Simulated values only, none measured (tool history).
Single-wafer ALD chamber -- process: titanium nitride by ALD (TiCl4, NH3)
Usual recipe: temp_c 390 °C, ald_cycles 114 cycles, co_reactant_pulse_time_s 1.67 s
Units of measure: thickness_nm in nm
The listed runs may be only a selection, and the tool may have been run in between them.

run,hour,temp_c,ald_cycles,co_reactant_pulse_time_s,wafers since the last listed run,hours since the last thermocouple change,hours since the showerhead was replaced,hours since the gauge calibration,"read-back reference wafer on the same gauge, thickness_nm",thickness_nm
1,0,390,114,1.67,0,252.7,6841.8,968.2,2.022,2.367
2,45.9,390,114,1.67,112,298.6,6887.7,1014.1,2.022,2.369
3,104.4,390,114,1.67,144,357.1,6946.2,1072.6,2.019,2.366
4,152.1,390,114,1.67,117,404.8,6993.9,1120.3,2.022,2.366
5,183.6,390,114,1.67,77,436.3,7025.4,1151.8,2.022,2.374
6,222,390,114,1.67,94,474.7,7063.8,1190.2,2.02,2.362
7,284.2,390,114,2,153,536.9,7126,1252.4,2.021,2.393
8,343,390,130,1.67,144,595.7,7184.8,1311.2,2.018,2.702
9,396.4,390,130,1.67,131,649.1,7238.2,1364.6,2.021,2.697
10,445.3,390,130,1.67,120,698,7287.1,1413.5,2.019,2.704
11,502.8,390,105,1.67,141,755.5,7344.6,1471,2.02,2.173
12,545,390,114,1.67,103,797.7,7386.8,1513.2,2.02,2.366
13,607.1,390,114,1.67,152,859.8,7448.9,1575.3,2.02,2.367
14,634.8,390,114,1.67,68,887.5,7476.6,1603,2.02,2.365
15,695,390,131,1.67,148,947.7,7536.8,1663.2,2.018,2.725
16,744.7,390,131,1.67,122,997.4,7586.5,1712.9,2.018,2.711
17,780.9,390,131,1.67,89,1033.6,7622.7,1749.1,2.018,2.736
# hour 814.3: showerhead replaced
18,827.7,390,134,1.67,95,1080.4,13.4,1795.9,2.022,2.78
19,893.1,399,114,1.67,160,1145.8,78.8,1861.3,2.021,2.395
20,950,390,114,1.67,140,1202.7,135.7,1918.2,2.02,2.364
21,986.2,390,95,1.67,89,1238.9,171.9,1954.4,2.019,1.97

For run 22, what comes out?
# hour 1017: thermocouple changed; heater temperature recalibrated
22,1042.7,390,114,1.67,119,25.7,228.4,2010.9,?,?

read-back reference wafer on the same gauge, thickness_nm: 2.018
thickness_nm: 2.371 nm
With no hidden state in the tool, this same run would have given thickness_nm 2.371 nm.

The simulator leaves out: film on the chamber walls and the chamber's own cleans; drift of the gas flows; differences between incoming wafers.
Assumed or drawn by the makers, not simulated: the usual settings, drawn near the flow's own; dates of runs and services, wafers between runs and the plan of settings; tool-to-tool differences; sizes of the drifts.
